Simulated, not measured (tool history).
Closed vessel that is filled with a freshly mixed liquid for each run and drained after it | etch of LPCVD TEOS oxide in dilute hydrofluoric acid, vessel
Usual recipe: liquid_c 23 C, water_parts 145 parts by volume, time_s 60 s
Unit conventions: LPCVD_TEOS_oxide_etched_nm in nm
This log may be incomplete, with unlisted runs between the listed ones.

run,hour,liquid_c,water_parts,time_s,"read-back film thickness of the LPCVD TEOS oxide reference wafer, read on the same gauge (nm)",LPCVD_TEOS_oxide_etched_nm
1,0,23,145,80,99.97,30.79
2,14.2,23,145,80,100.01,30.83
3,38.1,23,145,80,100.02,30.58
4,59.1,23,145,60,99.99,23.41
5,78,23,145,60,100,23.18
# hour 92: gauge calibrated
# hour 100.4: hydrofluoric acid flow meter replaced
6,101.7,23,145,75,100,29.1
7,131.7,23,145,70,99.99,26.54
8,148.1,23,145,70,100,26.73
9,182,25.5,145,60,99.98,25.09
10,202.7,25.5,145,60,100.04,25.47
11,225.8,23,180,35,100.03,10.4
12,250,23,145,60,100.06,23.05
13,274.4,21.5,145,50,100,18.12
14,308.3,20.5,145,70,99.99,24.43
15,334,23,145,70,100.01,26.4
16,350.5,23,145,60,99.98,22.6
17,371,19.5,145,60,100,20.13
18,390.8,23,145,60,100.04,23.15
19,423,21,145,75,99.99,26.23
20,448.9,23,145,60,99.97,23.19
21,481.8,21,210,45,99.98,10.32
# hour 500.6: thermometer replaced
22,513.4,23,145,60,100.04,23.23
23,531.6,27.5,145,60,100.02,27.36
24,559.8,23,145,60,100.01,23.19
25,645.8,23,145,35,100.01,13.55
26,671.7,18.5,75,60,100.01,39.64
27,696,23,165,40,100.01,12.99
28,719.6,20,120,35,100.03,14.88
29,741,23,170,45,100,14.4
30,754.5,28,145,60,99.99,27.82
31,773.2,23,145,60,100.02,23.15
32,786.4,23,145,60,100,22.59
33,810.7,24.5,125,60,100.04,29.2
34,833.3,20.5,190,60,100.05,15.22

Here are 3 independent what-if runs from the current tool condition. What would each one return?
A,834,23,145,60,?,?
B,834,19.5,110,60,?,?
C,834,23,100,60,?,?

run,"read-back film thickness of the LPCVD TEOS oxide reference wafer, read on the same gauge (nm)",LPCVD_TEOS_oxide_etched_nm
A,99.99,22.92
B,99.99,27.31
C,99.99,35.01
Take away the tool's hidden state, keep each run's random variation, and the runs would have read:
run,LPCVD_TEOS_oxide_etched_nm
A,22.92
B,27.31
C,35.01

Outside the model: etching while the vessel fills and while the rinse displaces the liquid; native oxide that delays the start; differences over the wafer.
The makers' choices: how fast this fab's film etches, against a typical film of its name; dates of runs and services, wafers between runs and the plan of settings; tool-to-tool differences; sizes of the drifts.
